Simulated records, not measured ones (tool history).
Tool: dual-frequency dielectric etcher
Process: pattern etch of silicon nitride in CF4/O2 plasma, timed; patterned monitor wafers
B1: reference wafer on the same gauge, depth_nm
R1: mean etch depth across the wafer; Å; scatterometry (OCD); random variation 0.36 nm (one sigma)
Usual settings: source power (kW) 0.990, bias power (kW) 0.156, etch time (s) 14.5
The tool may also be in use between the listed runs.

{"run": 1, "hour": 0.0, "source power (kW)": 0.99, "bias power (kW)": 0.156, "etch time (s)": 14.5, "B1": 46.2, "R1": 577}
{"run": 2, "hour": 49.3, "source power (kW)": 0.99, "bias power (kW)": 0.178, "etch time (s)": 12.0, "B1": 46.1, "R1": 497}
{"run": 3, "hour": 120.6, "source power (kW)": 0.99, "bias power (kW)": 0.156, "etch time (s)": 14.5, "B1": 46.1, "R1": 574}
{"run": 4, "hour": 185.7, "source power (kW)": 0.99, "bias power (kW)": 0.156, "etch time (s)": 14.5, "B1": 46.3, "R1": 576}
{"run": 5, "hour": 268.2, "source power (kW)": 0.99, "bias power (kW)": 0.156, "etch time (s)": 14.5, "B1": 46.5, "R1": 580}
{"hour": 329.6, "done": "wet clean of the chamber"}
{"run": 6, "hour": 352.4, "source power (kW)": 0.99, "bias power (kW)": 0.156, "etch time (s)": 14.5, "B1": 46.6, "R1": 578}
{"run": 7, "hour": 401.7, "source power (kW)": 0.99, "bias power (kW)": 0.156, "etch time (s)": 14.5, "B1": 46.7, "R1": 582}
{"hour": 566.5, "done": "source power generator calibrated"}
{"run": 8, "hour": 582.9, "source power (kW)": 0.99, "bias power (kW)": 0.132, "etch time (s)": 12.0, "B1": 47.0, "R1": 463}
{"hour": 689.5, "done": "upper electrode replaced"}
{"run": 9, "hour": 690.0, "source power (kW)": 0.99, "bias power (kW)": 0.132, "etch time (s)": 12.0, "B1": 47.1, "R1": 461}
{"hour": 758.0, "done": "bias power generator calibrated"}
{"hour": 794.5, "done": "wet clean of the chamber"}
{"run": 10, "hour": 795.0, "source power (kW)": 1.14, "bias power (kW)": 0.156, "etch time (s)": 14.5, "B1": 47.4, "R1": 642}
{"run": 11, "hour": 814.6, "source power (kW)": 0.99, "bias power (kW)": 0.138, "etch time (s)": 13.5, "B1": 47.4, "R1": 530}
{"run": 12, "hour": 887.3, "source power (kW)": 0.99, "bias power (kW)": 0.156, "etch time (s)": 14.5, "B1": 47.5, "R1": 597}
{"run": 13, "hour": 982.1, "source power (kW)": 0.99, "bias power (kW)": 0.12, "etch time (s)": 18.5, "B1": 47.6, "R1": 695}
{"run": 14, "hour": 1048.3, "source power (kW)": 1.08, "bias power (kW)": 0.156, "etch time (s)": 10.5, "B1": 47.9, "R1": 451}

The next listed run, before its measurement:
{"run": 15, "hour": 1149.5, "source power (kW)": 1.21, "bias power (kW)": 0.156, "etch time (s)": 14.5, "B1": "?", "R1": "?"}

Run 15 gave B1 47.8, R1 685 Å.
Without the tool's hidden state the same run would have given R1 652 Å.
